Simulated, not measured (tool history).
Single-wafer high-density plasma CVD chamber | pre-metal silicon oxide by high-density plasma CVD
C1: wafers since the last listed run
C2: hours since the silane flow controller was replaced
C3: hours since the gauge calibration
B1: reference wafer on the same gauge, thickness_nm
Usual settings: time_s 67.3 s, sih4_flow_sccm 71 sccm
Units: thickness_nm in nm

Run 1, hour 0.0: usual settings; C1 0; C2 3570.7; C3 406.5; B1 476.803. Result: thickness_nm 494.676 nm.
Run 2, hour 30.2: usual settings; C1 454; C2 3600.9; C3 436.7; B1 477.032. Result: thickness_nm 498.176 nm.
Run 3, hour 63.5: usual settings but time_s 73.9 s, sih4_flow_sccm 81 sccm; C1 501; C2 3634.2; C3 470.0; B1 476.745. Result: thickness_nm 621.356 nm.
Run 4, hour 83.8: usual settings but time_s 73.9 s, sih4_flow_sccm 81 sccm; C1 305; C2 3654.5; C3 490.3; B1 477.185. Result: thickness_nm 619.270 nm.
Run 5, hour 105.4: usual settings but time_s 73.9 s, sih4_flow_sccm 81 sccm; C1 325; C2 3676.1; C3 511.9; B1 477.118. Result: thickness_nm 618.583 nm.
Run 6, hour 130.0: usual settings but time_s 75.2 s; C1 370; C2 3700.7; C3 536.5; B1 476.970. Result: thickness_nm 554.240 nm.
Run 7, hour 165.1: usual settings but time_s 75.2 s; C1 528; C2 3735.8; C3 571.6; B1 477.404. Result: thickness_nm 555.349 nm.
Run 8, hour 181.3: usual settings but time_s 75.2 s; C1 243; C2 3752.0; C3 587.8; B1 476.410. Result: thickness_nm 558.179 nm.
Run 9, hour 201.9: usual settings; C1 310; C2 3772.6; C3 608.4; B1 477.241. Result: thickness_nm 498.044 nm.
At hour 225.6: gauge calibrated.
Run 10, hour 230.0: usual settings; C1 423; C2 3800.7; C3 4.4; B1 476.819. Result: thickness_nm 495.459 nm.
Run 11, hour 285.1: usual settings but sih4_flow_sccm 63 sccm; C1 829; C2 3855.8; C3 59.5; B1 476.647. Result: thickness_nm 444.728 nm.
Run 12, hour 305.6: usual settings but time_s 58.5 s; C1 308; C2 3876.3; C3 80.0; B1 476.640. Result: thickness_nm 430.189 nm.
Run 13, hour 334.8: usual settings; C1 439; C2 3905.5; C3 109.2; B1 477.239. Result: thickness_nm 496.299 nm.
Run 14, hour 358.3: usual settings but time_s 80.0 s, sih4_flow_sccm 84 sccm; C1 353; C2 3929.0; C3 132.7; B1 476.775. Result: thickness_nm 690.287 nm.
Run 15, hour 383.6: usual settings but time_s 55.1 s; C1 381; C2 3954.3; C3 158.0; B1 477.139. Result: thickness_nm 408.169 nm.
At hour 442.0: silane flow controller replaced.
Run 16, hour 484.0: usual settings but time_s 71.3 s, sih4_flow_sccm 75 sccm; C1 1391; C2 42.0; C3 258.4; B1 477.403. Result: thickness_nm 554.783 nm.
Run 17, hour 501.1: usual settings but time_s 57.9 s, sih4_flow_sccm 81 sccm; C1 257; C2 59.1; C3 275.5; B1 477.021. Result: thickness_nm 484.442 nm.
Run 18, hour 516.7: usual settings but time_s 58.5 s; C1 234; C2 74.7; C3 291.1; B1 477.151. Result: thickness_nm 431.169 nm.
Run 19, hour 546.9: usual settings but time_s 73.9 s, sih4_flow_sccm 81 sccm; C1 454; C2 104.9; C3 321.3; B1 477.168. Result: thickness_nm 619.964 nm.
Run 20, hour 571.2: usual settings but time_s 58.8 s, sih4_flow_sccm 57 sccm; C1 365; C2 129.2; C3 345.6; B1 476.887. Result: thickness_nm 350.615 nm.
Run 21, hour 589.9: usual settings but time_s 55.2 s, sih4_flow_sccm 76 sccm; C1 281; C2 147.9; C3 364.3; B1 476.057. Result: thickness_nm 435.354 nm.
Run 22, hour 625.6: usual settings but time_s 54.1 s, sih4_flow_sccm 77 sccm; C1 537; C2 183.6; C3 400.0; B1 477.004. Result: thickness_nm 432.406 nm.
Run 23, hour 654.8: usual settings but time_s 60.6 s, sih4_flow_sccm 84 sccm; C1 439; C2 212.8; C3 429.2; B1 477.071. Result: thickness_nm 525.180 nm.
Run 24, hour 671.3: usual settings but sih4_flow_sccm 78 sccm; C1 248; C2 229.3; C3 445.7; B1 476.330. Result: thickness_nm 547.187 nm.
Run 25, hour 685.1: usual settings but time_s 75.3 s, sih4_flow_sccm 64 sccm; C1 207; C2 243.1; C3 459.5; B1 477.090. Result: thickness_nm 502.597 nm.

Hidden state at the last listed run before each entry between runs and at the first one after, where it differs:
Between runs 9 and 10: gauge calibrated (hour 225.6)
  no hidden state differs between the two runs
Between runs 15 and 16: silane flow controller replaced (hour 442.0)
  no hidden state differs between the two runs
